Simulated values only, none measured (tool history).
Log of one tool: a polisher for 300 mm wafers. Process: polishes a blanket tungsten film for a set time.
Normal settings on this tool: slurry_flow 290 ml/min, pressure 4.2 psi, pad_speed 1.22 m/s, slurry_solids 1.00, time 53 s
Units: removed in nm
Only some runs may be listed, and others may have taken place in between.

| run | hour | slurry_flow | pressure | pad_speed | slurry_solids | time | wafers since the last listed run | wafers polished on this pad | hours since the slurry nozzle was cleaned | hours since the head pressure was calibrated | hours since the slurry blender was calibrated | hours since the slurry got fresh peroxide | incoming thickness of the incoming film, nm | removed |
|---|---|---|---|---|---|---|---|---|---|---|---|---|---|---|
| 1 | 0.0 | 290 | 4.2 | 0.92 | 1.00 | 53 | 0 | 1745 | 302.9 | 364.3 | 422.2 | 361.2 | 1489.9 | 254.2 |
| 2 | 62.8 | 290 | 4.2 | 0.92 | 1.00 | 53 | 448 | 2194 | 365.7 | 427.1 | 485.0 | 424.0 | 1478.6 | 245.6 |
|  | 163.4 | head pressure recalibrated |
| 3 | 163.8 | 290 | 4.2 | 0.92 | 1.00 | 53 | 707 | 2901 | 466.7 | 0.4 | 586.0 | 525.0 | 1441.8 | 241.2 |
|  | 183.5 | slurry blender recalibrated |
|  | 230.1 | slurry tank refilled with fresh slurry and peroxide |
| 4 | 250.6 | 290 | 4.2 | 1.22 | 1.00 | 42 | 598 | 3500 | 553.5 | 87.2 | 67.1 | 20.5 | 1469.6 | 249.0 |
|  | 276.6 | worn pad replaced by a new one |
| 5 | 311.0 | 290 | 4.2 | 1.22 | 1.00 | 42 | 402 | 245 | 613.9 | 147.6 | 127.5 | 80.9 | 1466.0 | 253.2 |
| 6 | 549.0 | 290 | 4.2 | 1.22 | 1.00 | 42 | 1700 | 1945 | 851.9 | 385.6 | 365.5 | 318.9 | 1478.0 | 243.4 |
|  | 593.9 | slurry nozzle cleaned |
|  | 713.6 | slurry blender recalibrated |
|  | 735.7 | slurry tank refilled with fresh slurry and peroxide |
|  | 742.0 | worn pad replaced by a new one |
|  | 819.0 | head pressure recalibrated, repeated, since the last time left the tool worse |
| 7 | 821.3 | 290 | 4.2 | 1.22 | 1.10 | 53 | 1873 | 551 | 227.4 | 2.3 | 107.7 | 85.6 | 1451.4 | 356.8 |
| 8 | 897.3 | 290 | 4.2 | 1.22 | 1.00 | 53 | 542 | 1094 | 303.4 | 78.3 | 183.7 | 161.6 | 1466.2 | 349.5 |
| 9 | 956.1 | 290 | 4.2 | 1.22 | 1.00 | 53 | 420 | 1514 | 362.2 | 137.1 | 242.5 | 220.4 | 1466.1 | 341.7 |
| 10 | 1032.6 | 290 | 4.2 | 1.22 | 0.80 | 53 | 546 | 2061 | 438.7 | 213.6 | 319.0 | 296.9 | 1458.2 | 332.4 |
| 11 | 1079.1 | 290 | 4.2 | 1.22 | 1.00 | 53 | 332 | 2393 | 485.2 | 260.1 | 365.5 | 343.4 | 1484.0 | 344.2 |
| 12 | 1132.8 | 335 | 2.9 | 1.22 | 1.00 | 53 | 383 | 2776 | 538.9 | 313.8 | 419.2 | 397.1 | 1498.2 | 239.0 |
|  | 1212.5 | slurry tank refilled with fresh slurry and peroxide |
| 13 | 1214.0 | 290 | 4.2 | 1.22 | 1.00 | 53 | 572 | 3349 | 620.1 | 395.0 | 500.4 | 1.5 | 1457.6 | 337.7 |
|  | 1240.5 | slurry blender recalibrated |
| 14 | 1318.6 | 290 | 4.2 | 1.22 | 1.00 | 37 | 732 | 4082 | 724.7 | 499.6 | 78.1 | 106.1 | 1461.4 | 239.2 |
|  | 1327.4 | worn pad replaced by a new one |
| 15 | 1377.2 | 290 | 4.2 | 1.22 | 1.00 | 42 | 390 | 355 | 783.3 | 558.2 | 136.7 | 164.7 | 1463.7 | 263.7 |
|  | 1423.3 | head pressure recalibrated |
| 16 | 1423.9 | 235 | 4.2 | 1.38 | 1.30 | 70 | 319 | 674 | 830.0 | 0.6 | 183.4 | 211.4 | 1471.4 | 527.2 |
| 17 | 1461.8 | 290 | 3.6 | 1.22 | 1.00 | 53 | 270 | 945 | 867.9 | 38.5 | 221.3 | 249.3 | 1475.8 | 298.1 |
|  | 1498.1 | slurry nozzle cleaned |
| 18 | 1530.2 | 290 | 4.2 | 0.80 | 1.00 | 60 | 481 | 1426 | 32.1 | 106.9 | 289.7 | 317.7 | 1471.2 | 255.6 |
| 19 | 1628.1 | 290 | 4.2 | 1.22 | 1.00 | 53 | 699 | 2126 | 130.0 | 204.8 | 387.6 | 415.6 | 1490.2 | 342.7 |
|  | 1687.7 | slurry tank refilled with fresh slurry and peroxide |
|  | 1724.3 | slurry blender recalibrated |
| 20 | 1731.3 | 240 | 4.2 | 1.22 | 1.00 | 53 | 715 | 2841 | 233.2 | 308.0 | 7.0 | 43.6 | 1469.2 | 337.7 |
| 21 | 1792.3 | 290 | 4.2 | 0.82 | 1.20 | 53 | 435 | 3277 | 294.2 | 369.0 | 68.0 | 104.6 | 1457.2 | 231.2 |
|  | 1818.0 | worn pad replaced by a new one |
| 22 | 1852.0 | 250 | 4.2 | 1.22 | 1.20 | 53 | 397 | 242 | 353.9 | 428.7 | 127.7 | 164.3 | 1455.8 | 342.2 |
|  | 1900.1 | head pressure recalibrated |
| 23 | 1948.8 | 290 | 4.2 | 1.22 | 1.00 | 53 | 677 | 919 | 450.7 | 48.7 | 224.5 | 261.1 | 1446.8 | 346.9 |
| 24 | 2029.4 | 290 | 3.7 | 1.48 | 1.15 | 70 | 575 | 1495 | 531.3 | 129.3 | 305.1 | 341.7 | 1455.9 | 505.6 |
| 25 | 2129.9 | 290 | 3.3 | 1.22 | 1.15 | 53 | 717 | 2213 | 631.8 | 229.8 | 405.6 | 442.2 | 1476.4 | 272.9 |
| 26 | 2173.8 | 325 | 4.2 | 1.22 | 1.00 | 53 | 313 | 2527 | 675.7 | 273.7 | 449.5 | 486.1 | 1461.8 | 346.9 |

What was the tool's hidden state at every run in the log?
removal rate lost through wear of the pad, %: 0 in every run
slurry flow missing at the pad, %: 0 in every run
abrasive missing from the slurry, %: 0 in every run
peroxide lost from the slurry, %: 0 in every run
H1: deviation of the head's pressure from its setpoint, %
| run | H1 |
|---|---|
| 1 | -2.51 |
| 2 | -3.32 |
| 3 | -8.6 |
| 4 | -8.72 |
| 5 | -8.96 |
| 6 | -11 |
| 7 | 0.3 |
| 8 | 0.199 |
| 9 | -0.00887 |
| 10 | -0.449 |
| 11 | -0.811 |
| 12 | -1.32 |
| 13 | -2.26 |
| 14 | -3.8 |
| 15 | -4.82 |
| 16 | -0.578 |
| 17 | -0.602 |
| 18 | -0.766 |
| 19 | -1.27 |
| 20 | -2.14 |
| 21 | -2.81 |
| 22 | -3.6 |
| 23 | -0.97 |
| 24 | -1.21 |
| 25 | -1.8 |
| 26 | -2.16 |

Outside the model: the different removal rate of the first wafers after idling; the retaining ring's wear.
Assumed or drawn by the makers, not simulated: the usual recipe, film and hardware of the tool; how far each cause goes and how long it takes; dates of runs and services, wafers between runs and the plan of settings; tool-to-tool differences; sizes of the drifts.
